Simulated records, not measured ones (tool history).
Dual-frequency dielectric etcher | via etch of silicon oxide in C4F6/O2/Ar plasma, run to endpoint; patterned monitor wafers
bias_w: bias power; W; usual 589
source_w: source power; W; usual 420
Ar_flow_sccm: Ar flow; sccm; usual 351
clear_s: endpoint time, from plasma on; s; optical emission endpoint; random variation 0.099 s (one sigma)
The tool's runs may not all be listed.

run,hour,bias_w,source_w,Ar_flow_sccm,wafers since the last listed run,hours since the last wet clean,hours since the last bias power generator calibration,hours since the last source power generator calibration,hours since the last Ar flow controller change,hours since the last upper electrode change,"incoming incoming film thickness, nm",clear_s
1,0,589,420,351,0,98,2988.4,2504,2591.1,2421.2,155.6,32.7
2,34.8,589,420,351,534,132.8,3023.2,2538.8,2625.9,2456,157.6,32.8
3,55.8,514,360,351,322,153.8,3044.2,2559.8,2646.9,2477,156.3,35.2
# hour 134.2: upper electrode replaced
4,134.7,514,360,351,842,232.7,3123.1,2638.7,2725.8,0.5,156.7,35.2
5,146.9,514,360,351,187,244.9,3135.3,2650.9,2738,12.7,158.1,35.5
6,172.6,653,420,351,394,270.6,3161,2676.6,2763.7,38.4,158.2,32.1
7,197.7,653,420,351,385,295.7,3186.1,2701.7,2788.8,63.5,157,32
8,231.1,658,420,388,512,329.1,3219.5,2735.1,2822.2,96.9,156.8,32.1
# hour 248.1: source power generator calibrated
9,263.9,589,420,351,442,361.9,3252.3,15.8,2855,129.7,156.2,32.3
# hour 288.3: wet clean of the chamber
10,289.7,589,420,351,27,1.4,3278.1,41.6,2880.8,155.5,157.8,33.2
11,314.1,589,420,351,374,25.8,3302.5,66,2905.2,179.9,157.1,33.2
# hour 340.9: Ar flow controller replaced
12,341.4,520,420,351,326,53.1,3329.8,93.3,0.5,207.2,154.4,33.2
13,367.7,589,420,351,403,79.4,3356.1,119.6,26.8,233.5,157.2,32.9
14,389.1,589,420,305,328,100.8,3377.5,141,48.2,254.9,157.6,32.7
15,412.3,589,420,351,356,124,3400.7,164.2,71.4,278.1,157.1,32.8
16,444.9,589,420,351,500,156.6,3433.3,196.8,104,310.7,156.3,32.6
17,472.2,589,420,351,419,183.9,3460.6,224.1,131.3,338,157.4,32.8
18,499.3,653,420,351,415,211,3487.7,251.2,158.4,365.1,157.1,32
19,517,589,420,310,271,228.7,3505.4,268.9,176.1,382.8,156.8,32.2
# hour 534.8: bias power generator calibrated
20,539.1,589,420,351,277,250.8,4.3,291,198.2,404.9,157.5,32.9
21,563.9,540,420,351,380,275.6,29.1,315.8,223,429.7,157.2,33.2
# hour 605.4: wet clean of the chamber
22,605.9,457,330,376,276,0.5,71.1,357.8,265,471.7,157.3,38.1
23,606.2,534,500,402,4,0.8,71.4,358.1,265.3,472,158.2,32.4
24,616.8,589,420,351,162,11.4,82,368.7,275.9,482.6,156.2,32.9
25,651.7,711,510,388,535,46.3,116.9,403.6,310.8,517.5,156.8,29.9
26,683.8,589,470,382,492,78.4,149,435.7,342.9,549.6,156.7,32
27,701.5,589,420,303,271,96.1,166.7,453.4,360.6,567.3,157.4,32.6
28,717.7,680,510,384,248,112.3,182.9,469.6,376.8,583.5,159,30.5
29,747.8,508,330,379,462,142.4,213,499.7,406.9,613.6,156.7,36.9

What the log doesn't show, run by run:
bias power that arrives over what is set, %: 0 in every run
source power that arrives over what is set, %: 0 in every run
Ar flow that arrives over what is set, %: 0 in every run
H1: etch rate over this chamber's usual, %
run,H1
1,0.695
2,0.863
3,0.965
4,1.35
5,1.4
6,1.53
7,1.65
8,1.81
9,1.97
10,0.0482
11,0.166
12,0.298
13,0.425
14,0.528
15,0.64
16,0.797
17,0.929
18,1.06
19,1.15
20,1.25
21,1.37
22,-0.000811
23,0.000637
24,0.0518
25,0.22
26,0.375
27,0.461
28,0.539
29,0.684

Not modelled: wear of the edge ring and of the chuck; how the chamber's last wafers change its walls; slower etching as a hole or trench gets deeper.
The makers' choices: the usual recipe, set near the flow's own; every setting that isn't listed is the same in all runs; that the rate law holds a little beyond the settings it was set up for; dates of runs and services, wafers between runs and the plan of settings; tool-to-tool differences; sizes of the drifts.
